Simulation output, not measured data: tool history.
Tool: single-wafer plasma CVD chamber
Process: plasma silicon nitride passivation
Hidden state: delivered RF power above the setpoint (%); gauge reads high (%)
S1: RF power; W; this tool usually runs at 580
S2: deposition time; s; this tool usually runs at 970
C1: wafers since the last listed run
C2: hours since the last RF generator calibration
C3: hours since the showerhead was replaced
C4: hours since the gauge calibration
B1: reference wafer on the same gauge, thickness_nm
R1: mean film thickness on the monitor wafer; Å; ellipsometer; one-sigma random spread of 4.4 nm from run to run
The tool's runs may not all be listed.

run	hour	S1	S2	C1	C2	C3	C4	B1	R1
1	0	580	1104	0	612.5	392.5	845.5	1388.224	17252.68
2	92.3	580	892	151	704.8	484.8	937.8	1388.643	13966.8
3	160.5	580	892	112	773	553	1006	1389.929	13815.48
4	256.7	665	970	158	869.2	649.2	1102.2	1389.096	15930.95
5	407.8	635	970	248	1020.3	800.3	1253.3	1390.289	15594.93
6	725.2	580	970	521	1337.7	1117.7	1570.7	1390.252	14953.47
7	776.5	580	970	84	1389	1169	1622	1388.839	15023.21
8	883	580	970	175	1495.5	1275.5	1728.5	1390.834	14962.51
9	962.7	650	970	131	1575.2	1355.2	1808.2	1390.152	15695.52
10	1047.1	530	905	138	1659.6	1439.6	1892.6	1388.626	13423.57
11	1099	530	905	85	1711.5	1491.5	1944.5	1389.587	13434.51
12	1171.5	530	905	119	1784	1564	2017	1389.869	13428.35
13	1220.6	520	860	80	1833.1	1613.1	2066.1	1389.35	12635.06
14	1325	645	970	171	1937.5	1717.5	2170.5	1390.242	15555.98
15	1423.7	580	895	162	2036.2	1816.2	2269.2	1390.795	13723.11
# hour 1481.2: RF generator calibrated
16	1501	580	895	113	19.8	1893.5	2346.5	1390.561	13996.82
17	1543.7	535	970	70	62.5	1936.2	2389.2	1389.634	14722.08
# hour 1603: gauge calibrated
18	1676.8	535	1096	218	195.6	2069.3	73.8	1390.101	16584.56
19	1979.7	625	1037	498	498.5	2372.2	376.7	1389.435	16665.53
20	2024.6	670	1043	73	543.4	2417.1	421.6	1389.607	17105.22
21	2072.3	635	1073	78	591.1	2464.8	469.3	1389.07	17197.61
# hour 2083.1: showerhead replaced
22	2117.4	530	1094	61	636.2	34.3	514.4	1389.138	16399.76
23	2182.6	580	1134	107	701.4	99.5	579.6	1389.032	17602.63
24	2280.1	580	970	160	798.9	197	677.1	1387.92	15074.87
25	2373.1	580	970	152	891.9	290	770.1	1390.915	15009.03
26	2476.4	515	800	169	995.2	393.3	873.4	1390.477	11778.64
27	2571.1	465	970	155	1089.9	488	968.1	1389.39	13720.66
28	2657.9	580	970	142	1176.7	574.8	1054.9	1391.022	14929.29
29	2698.5	530	1079	66	1217.3	615.4	1095.5	1389.204	15966.16
30	2736.6	580	970	62	1255.4	653.5	1133.6	1390.188	14963.35
31	2776.1	580	970	64	1294.9	693	1173.1	1391.411	14999.55
32	2922.8	530	970	241	1441.6	839.7	1319.8	1389.799	14457.95
33	3202.1	580	970	459	1720.9	1119	1599.1	1389.92	14868.96
34	3260	530	905	95	1778.8	1176.9	1657	1389.834	13357.05
35	3350	470	1076	147	1868.8	1266.9	1747	1389.999	15173.18
36	3437.2	505	880	143	1956	1354.1	1834.2	1390.188	12767.52
# hour 3479.3: RF generator calibrated
# hour 3595.6: gauge calibrated
37	3627.7	580	1134	300	148.4	1544.6	32.1	1389.455	17684.36

Here are 3 independent what-if runs from the current tool condition. What would each one return?
A	3628.4	510	970	1	149.1	1545.3	32.8	?	?
B	3628.4	625	890	1	149.1	1545.3	32.8	?	?
C	3628.4	640	1071	1	149.1	1545.3	32.8	?	?

run	B1	R1
A	1388.851	14347.99
B	1388.851	14280.09
C	1388.851	17342.22
Without the tool's unlogged condition, the same runs would have read:
run	R1
A	14415.99
B	14347.77
C	17424.41
